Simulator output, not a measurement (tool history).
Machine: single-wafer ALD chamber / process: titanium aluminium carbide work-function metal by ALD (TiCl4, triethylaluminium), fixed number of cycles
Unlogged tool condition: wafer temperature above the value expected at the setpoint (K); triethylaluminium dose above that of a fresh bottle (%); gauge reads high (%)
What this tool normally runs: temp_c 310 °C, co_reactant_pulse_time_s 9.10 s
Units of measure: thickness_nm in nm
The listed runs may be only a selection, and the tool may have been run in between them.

| run | hour | temp_c | co_reactant_pulse_time_s | wafers since the last listed run | hours since the last thermocouple change | hours since the last triethylaluminium bottle change | hours since the showerhead was replaced | hours since the gauge calibration | read-back reference wafer on the same gauge, thickness_nm | thickness_nm |
|---|---|---|---|---|---|---|---|---|---|---|
| 1 | 0.0 | 310 | 9.10 | 0 | 1341.7 | 1928.7 | 6829.6 | 203.1 | 2.079 | 2.139 |
| 2 | 14.6 | 310 | 9.10 | 117 | 1356.3 | 1943.3 | 6844.2 | 217.7 | 2.080 | 2.129 |
| 3 | 22.6 | 310 | 9.10 | 64 | 1364.3 | 1951.3 | 6852.2 | 225.7 | 2.079 | 2.130 |
| 4 | 29.1 | 310 | 9.10 | 52 | 1370.8 | 1957.8 | 6858.7 | 232.2 | 2.079 | 2.143 |
| 5 | 44.0 | 310 | 9.10 | 120 | 1385.7 | 1972.7 | 6873.6 | 247.1 | 2.080 | 2.133 |
| 6 | 53.9 | 310 | 11.00 | 79 | 1395.6 | 1982.6 | 6883.5 | 257.0 | 2.083 | 2.192 |
| 7 | 71.1 | 310 | 11.00 | 138 | 1412.8 | 1999.8 | 6900.7 | 274.2 | 2.082 | 2.210 |
|  | 90.9 | triethylaluminium bottle replaced |
| 8 | 91.4 | 310 | 9.10 | 99 | 1433.1 | 0.5 | 6921.0 | 294.5 | 2.084 | 2.026 |
| 9 | 97.7 | 310 | 9.10 | 50 | 1439.4 | 6.8 | 6927.3 | 300.8 | 2.083 | 2.031 |
|  | 103.6 | gauge calibrated |
| 10 | 110.0 | 310 | 9.10 | 99 | 1451.7 | 19.1 | 6939.6 | 6.4 | 2.077 | 2.019 |
| 11 | 121.1 | 310 | 10.50 | 89 | 1462.8 | 30.2 | 6950.7 | 17.5 | 2.081 | 2.074 |
| 12 | 136.8 | 314 | 9.10 | 126 | 1478.5 | 45.9 | 6966.4 | 33.2 | 2.077 | 2.056 |
| 13 | 150.3 | 323 | 12.49 | 108 | 1492.0 | 59.4 | 6979.9 | 46.7 | 2.079 | 2.249 |
| 14 | 164.1 | 310 | 9.10 | 111 | 1505.8 | 73.2 | 6993.7 | 60.5 | 2.082 | 2.027 |
|  | 174.7 | triethylaluminium bottle replaced, repeated, since the last time left the tool worse |
| 15 | 177.9 | 310 | 10.54 | 46 | 1519.6 | 3.2 | 7007.5 | 74.3 | 2.080 | 2.237 |
| 16 | 192.4 | 296 | 7.69 | 116 | 1534.1 | 17.7 | 7022.0 | 88.8 | 2.083 | 2.053 |
| 17 | 203.9 | 315 | 11.96 | 92 | 1545.6 | 29.2 | 7033.5 | 100.3 | 2.077 | 2.297 |
| 18 | 210.1 | 310 | 11.14 | 49 | 1551.8 | 35.4 | 7039.7 | 106.5 | 2.083 | 2.257 |
|  | 222.9 | thermocouple changed; heater temperature recalibrated |
| 19 | 223.4 | 314 | 9.10 | 42 | 0.5 | 48.7 | 7053.0 | 119.8 | 2.081 | 2.256 |
| 20 | 225.7 | 324 | 5.62 | 18 | 2.8 | 51.0 | 7055.3 | 122.1 | 2.079 | 2.167 |
|  | 236.9 | showerhead replaced |
| 21 | 241.5 | 310 | 9.10 | 62 | 18.6 | 66.8 | 4.6 | 137.9 | 2.082 | 2.200 |
| 22 | 257.0 | 324 | 5.62 | 124 | 34.1 | 82.3 | 20.1 | 153.4 | 2.079 | 2.156 |
| 23 | 273.7 | 310 | 9.10 | 134 | 50.8 | 99.0 | 36.8 | 170.1 | 2.084 | 2.208 |
| 24 | 290.8 | 300 | 10.32 | 137 | 67.9 | 116.1 | 53.9 | 187.2 | 2.080 | 2.139 |
| 25 | 297.0 | 323 | 5.90 | 49 | 74.1 | 122.3 | 60.1 | 193.4 | 2.079 | 2.172 |
| 26 | 314.0 | 320 | 10.88 | 137 | 91.1 | 139.3 | 77.1 | 210.4 | 2.078 | 2.310 |
| 27 | 326.8 | 305 | 9.10 | 103 | 103.9 | 152.1 | 89.9 | 223.2 | 2.080 | 2.159 |
| 28 | 341.8 | 314 | 5.60 | 120 | 118.9 | 167.1 | 104.9 | 238.2 | 2.080 | 2.088 |
|  | 346.4 | gauge calibrated |
| 29 | 348.4 | 320 | 9.10 | 53 | 125.5 | 173.7 | 111.5 | 2.0 | 2.081 | 2.291 |
| 30 | 359.9 | 303 | 7.67 | 92 | 137.0 | 185.2 | 123.0 | 13.5 | 2.080 | 2.096 |
| 31 | 369.8 | 321 | 5.97 | 79 | 146.9 | 195.1 | 132.9 | 23.4 | 2.081 | 2.164 |
| 32 | 378.8 | 301 | 10.19 | 72 | 155.9 | 204.1 | 141.9 | 32.4 | 2.079 | 2.132 |
| 33 | 386.6 | 310 | 9.10 | 62 | 163.7 | 211.9 | 149.7 | 40.2 | 2.079 | 2.187 |

Each row is a separate what-if for the run after 33, all from the same tool condition, not one after another. Results?
| A | 387.0 | 310 | 9.10 | 3 | 164.1 | 212.3 | 150.1 | 40.6 | ? | ? |
| B | 387.0 | 314 | 11.17 | 3 | 164.1 | 212.3 | 150.1 | 40.6 | ? | ? |
| C | 387.0 | 301 | 10.58 | 3 | 164.1 | 212.3 | 150.1 | 40.6 | ? | ? |
| D | 387.0 | 319 | 7.74 | 3 | 164.1 | 212.3 | 150.1 | 40.6 | ? | ? |

| run | read-back reference wafer on the same gauge, thickness_nm | thickness_nm |
|---|---|---|
| A | 2.082 | 2.198 |
| B | 2.082 | 2.277 |
| C | 2.082 | 2.156 |
| D | 2.082 | 2.228 |
Without the tool's unlogged condition, the same runs would have read:
| run | thickness_nm |
|---|---|
| A | 2.207 |
| B | 2.282 |
| C | 2.162 |
| D | 2.239 |
